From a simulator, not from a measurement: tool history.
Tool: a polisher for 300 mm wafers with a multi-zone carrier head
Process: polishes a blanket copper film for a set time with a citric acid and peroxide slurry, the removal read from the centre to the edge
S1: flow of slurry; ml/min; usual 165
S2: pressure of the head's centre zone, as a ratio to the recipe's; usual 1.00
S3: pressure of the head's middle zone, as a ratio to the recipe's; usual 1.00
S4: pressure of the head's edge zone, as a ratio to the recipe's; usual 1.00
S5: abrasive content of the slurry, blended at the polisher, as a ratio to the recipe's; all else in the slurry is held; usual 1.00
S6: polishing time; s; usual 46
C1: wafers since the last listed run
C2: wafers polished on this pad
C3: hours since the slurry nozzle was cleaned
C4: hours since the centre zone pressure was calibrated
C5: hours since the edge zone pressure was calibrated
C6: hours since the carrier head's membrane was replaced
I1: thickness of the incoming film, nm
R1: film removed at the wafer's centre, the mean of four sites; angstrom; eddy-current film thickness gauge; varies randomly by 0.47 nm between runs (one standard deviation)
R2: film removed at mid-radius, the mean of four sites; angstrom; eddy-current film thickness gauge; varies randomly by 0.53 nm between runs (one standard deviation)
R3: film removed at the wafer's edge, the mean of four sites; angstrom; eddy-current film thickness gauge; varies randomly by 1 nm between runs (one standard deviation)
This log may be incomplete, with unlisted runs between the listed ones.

Run 1, hour 0.0: usual settings but S6 37 s; C1 0; C2 791; C3 64.6; C4 1110.0; C5 1178.5; C6 828.3; I1 942.2. Result: R1 581 angstrom, R2 578 angstrom, R3 595 angstrom.
Run 2, hour 15.1: usual settings but S1 175 ml/min; C1 184; C2 976; C3 79.7; C4 1125.1; C5 1193.6; C6 843.4; I1 977.7. Result: R1 733 angstrom, R2 719 angstrom, R3 741 angstrom.
Run 3, hour 52.7: usual settings but S2 0.96, S4 1.04; C1 460; C2 1437; C3 117.3; C4 1162.7; C5 1231.2; C6 881.0; I1 953.3. Result: R1 697 angstrom, R2 716 angstrom, R3 726 angstrom.
At hour 72.4: worn pad replaced by a new one.
Run 4, hour 72.9: usual settings; C1 198; C2 5; C3 137.5; C4 1182.9; C5 1251.4; C6 901.2; I1 955.9. Result: R1 700 angstrom, R2 713 angstrom, R3 711 angstrom.
At hour 80.9: centre zone pressure recalibrated.
Run 5, hour 82.0: usual settings but S1 210 ml/min, S2 1.10; C1 86; C2 92; C3 146.6; C4 1.1; C5 1260.5; C6 910.3; I1 956.2. Result: R1 781 angstrom, R2 744 angstrom, R3 729 angstrom.
Run 6, hour 93.9: usual settings but S5 0.85; C1 145; C2 238; C3 158.5; C4 13.0; C5 1272.4; C6 922.2; I1 969.4. Result: R1 688 angstrom, R2 682 angstrom, R3 683 angstrom.
Run 7, hour 103.1: usual settings but S3 1.06, S6 61 s; C1 112; C2 350; C3 167.7; C4 22.2; C5 1281.6; C6 931.4; I1 952.1. Result: R1 944 angstrom, R2 978 angstrom, R3 938 angstrom.
Run 8, hour 109.6: usual settings but S1 135 ml/min, S2 1.07, S3 1.09, S5 0.75; C1 79; C2 430; C3 174.2; C4 28.7; C5 1288.1; C6 937.9; I1 958.0. Result: R1 673 angstrom, R2 675 angstrom, R3 651 angstrom.
At hour 116.9: carrier head's membrane replaced by a new one.
Run 9, hour 118.3: usual settings but S1 120 ml/min, S5 0.70; C1 45; C2 475; C3 182.9; C4 37.4; C5 1296.8; C6 1.4; I1 948.8. Result: R1 612 angstrom, R2 615 angstrom, R3 627 angstrom.
Run 10, hour 131.4: usual settings; C1 160; C2 636; C3 196.0; C4 50.5; C5 1309.9; C6 14.5; I1 945.1. Result: R1 704 angstrom, R2 694 angstrom, R3 708 angstrom.
At hour 135.9: edge zone pressure recalibrated.
Run 11, hour 147.6: usual settings but S4 0.94, S5 1.20; C1 173; C2 810; C3 212.2; C4 66.7; C5 11.7; C6 30.7; I1 974.2. Result: R1 735 angstrom, R2 729 angstrom, R3 723 angstrom.
Run 12, hour 194.9: usual settings but S3 1.10, S4 1.06; C1 579; C2 1389; C3 259.5; C4 114.0; C5 59.0; C6 78.0; I1 969.6. Result: R1 701 angstrom, R2 743 angstrom, R3 730 angstrom.
At hour 200.2: worn pad replaced by a new one.
Run 13, hour 207.1: usual settings but S1 150 ml/min, S2 0.96, S3 1.06, S4 0.91; C1 100; C2 84; C3 271.7; C4 126.2; C5 71.2; C6 90.2; I1 946.7. Result: R1 669 angstrom, R2 713 angstrom, R3 674 angstrom.
At hour 211.5: slurry nozzle cleaned.
Run 14, hour 224.4: usual settings; C1 199; C2 283; C3 12.9; C4 143.5; C5 88.5; C6 107.5; I1 968.4. Result: R1 730 angstrom, R2 724 angstrom, R3 723 angstrom.
Run 15, hour 232.0: usual settings but S4 0.94, S5 1.20; C1 93; C2 376; C3 20.5; C4 151.1; C5 96.1; C6 115.1; I1 948.1. Result: R1 750 angstrom, R2 744 angstrom, R3 729 angstrom.
Run 16, hour 249.9: usual settings but S5 1.25; C1 219; C2 596; C3 38.4; C4 169.0; C5 114.0; C6 133.0; I1 954.2. Result: R1 761 angstrom, R2 746 angstrom, R3 746 angstrom.
Run 17, hour 264.9: usual settings but S1 180 ml/min; C1 183; C2 779; C3 53.4; C4 184.0; C5 129.0; C6 148.0; I1 964.2. Result: R1 722 angstrom, R2 726 angstrom, R3 722 angstrom.
Run 18, hour 275.3: usual settings but S1 145 ml/min; C1 127; C2 907; C3 63.8; C4 194.4; C5 139.4; C6 158.4; I1 970.1. Result: R1 700 angstrom, R2 690 angstrom, R3 709 angstrom.
Run 19, hour 293.2: usual settings but S4 0.91; C1 219; C2 1126; C3 81.7; C4 212.3; C5 157.3; C6 176.3; I1 948.3. Result: R1 714 angstrom, R2 707 angstrom, R3 690 angstrom.
At hour 308.8: worn pad replaced by a new one.
Run 20, hour 309.5: usual settings but S2 0.94, S6 53 s; C1 150; C2 8; C3 98.0; C4 228.6; C5 173.6; C6 192.6; I1 976.4. Result: R1 793 angstrom, R2 814 angstrom, R3 830 angstrom.
Run 21, hour 315.9: usual settings but S6 60 s; C1 78; C2 87; C3 104.4; C4 235.0; C5 180.0; C6 199.0; I1 968.1. Result: R1 923 angstrom, R2 923 angstrom, R3 926 angstrom.

Some steps in R1 between neighbouring runs. How much of each would the tool show without its hidden state too (settings, what came in, random variation), and how much is left for the hidden state, with any gauge scatter that isn't in both results?
Hidden state at play: removal rate lost through wear of the pad, %; slurry flow missing at the pad, %; deviation of the centre zone's pressure from its setpoint, %; deviation of the edge zone's pressure from its setpoint, %.
Run 6 -> 7: S3 1.00 -> 1.06, S5 0.85 -> 1.00, S6 46 -> 61. R1 +256 angstrom: hidden state -15, all else +271.
Run 7 -> 8: S1 165 -> 135, S2 1.00 -> 1.07, S3 1.06 -> 1.09, S5 1.00 -> 0.75, S6 61 -> 46. R1 -271 angstrom: hidden state +7, all else -278.
Run 13 -> 14: S1 150 -> 165, S2 0.96 -> 1.00, S3 1.06 -> 1.00, S4 0.91 -> 1.00, slurry nozzle cleaned. R1 +61 angstrom: hidden state +32, all else +29.

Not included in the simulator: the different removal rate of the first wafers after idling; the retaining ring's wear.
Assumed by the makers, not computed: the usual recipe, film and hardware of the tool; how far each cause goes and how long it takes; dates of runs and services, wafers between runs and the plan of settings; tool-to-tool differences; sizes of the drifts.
